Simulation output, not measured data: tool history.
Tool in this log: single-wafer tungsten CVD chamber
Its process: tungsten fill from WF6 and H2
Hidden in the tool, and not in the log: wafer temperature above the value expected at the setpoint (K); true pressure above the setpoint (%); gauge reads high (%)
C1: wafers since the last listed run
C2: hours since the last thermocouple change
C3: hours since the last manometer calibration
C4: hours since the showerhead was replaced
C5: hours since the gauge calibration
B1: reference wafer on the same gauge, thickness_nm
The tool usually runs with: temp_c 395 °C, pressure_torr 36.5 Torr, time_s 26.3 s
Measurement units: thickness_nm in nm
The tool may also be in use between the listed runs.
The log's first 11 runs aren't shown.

At day 34.471: showerhead replaced.
Run 12, day 36.400: usual settings but time_s 27.7 s; C1 1806; C2 1689.1; C3 997.9; C4 46.3; C5 203.3; B1 60.978. Result: thickness_nm 72.938 nm.
Run 13, day 40.188: usual settings but temp_c 408 °C; C1 2316; C2 1780.0; C3 1088.8; C4 137.2; C5 294.2; B1 61.088. Result: thickness_nm 86.206 nm.
Run 14, day 43.429: usual settings but time_s 27.7 s; C1 1982; C2 1857.8; C3 1166.6; C4 215.0; C5 372.0; B1 61.169. Result: thickness_nm 73.271 nm.
Run 15, day 46.975: usual settings but temp_c 403 °C, pressure_torr 44.0 Torr, time_s 30.1 s; C1 2168; C2 1942.9; C3 1251.7; C4 300.1; C5 457.1; B1 61.221. Result: thickness_nm 101.072 nm.
Run 16, day 48.492: usual settings but temp_c 400 °C, pressure_torr 42.5 Torr, time_s 29.5 s; C1 927; C2 1979.3; C3 1288.1; C4 336.5; C5 493.5; B1 61.252. Result: thickness_nm 92.843 nm.
Run 17, day 50.262: usual settings but temp_c 403 °C, pressure_torr 44.0 Torr, time_s 30.1 s; C1 1082; C2 2021.8; C3 1330.6; C4 379.0; C5 536.0; B1 61.272. Result: thickness_nm 101.547 nm.
Run 18, day 53.021: usual settings but temp_c 408 °C, time_s 28.1 s; C1 1686; C2 2088.0; C3 1396.8; C4 445.2; C5 602.2; B1 61.311. Result: thickness_nm 92.814 nm.
Run 19, day 54.738: usual settings but pressure_torr 39.0 Torr, time_s 23.2 s; C1 1049; C2 2129.2; C3 1438.0; C4 486.4; C5 643.4; B1 61.317. Result: thickness_nm 63.823 nm.
Run 20, day 57.621: usual settings but pressure_torr 29.9 Torr, time_s 22.3 s; C1 1763; C2 2198.4; C3 1507.2; C4 555.6; C5 712.6; B1 61.374. Result: thickness_nm 52.265 nm.
At day 60.471: capacitance manometer re-zeroed and calibrated.
Run 21, day 64.054: usual settings but temp_c 399 °C, pressure_torr 34.0 Torr; C1 3730; C2 2352.8; C3 86.0; C4 710.0; C5 867.0; B1 61.469. Result: thickness_nm 71.757 nm.
Run 22, day 68.371: usual settings but temp_c 409 °C, pressure_torr 44.2 Torr, time_s 22.9 s; C1 2639; C2 2456.4; C3 189.6; C4 813.6; C5 970.6; B1 61.490. Result: thickness_nm 85.575 nm.
Run 23, day 70.921: usual settings but temp_c 388 °C, pressure_torr 43.4 Torr, time_s 24.6 s; C1 1559; C2 2517.6; C3 250.8; C4 874.8; C5 1031.8; B1 61.494. Result: thickness_nm 63.053 nm.
Run 24, day 73.000: usual settings; C1 1271; C2 2567.5; C3 300.7; C4 924.7; C5 1081.7; B1 61.540. Result: thickness_nm 69.936 nm.

Predict the results of run 25:
Run 25, day 77.392: usual settings; C1 2685; C2 2672.9; C3 406.1; C4 1030.1; C5 1187.1; B1 ?. Result: thickness_nm ?.

{"run 25": {"B1": 61.555, "thickness_nm": 70.114}}
Take away the tool's hidden state, keep the run-to-run variation as it was, and the same run would have given thickness_nm 69.020 nm.
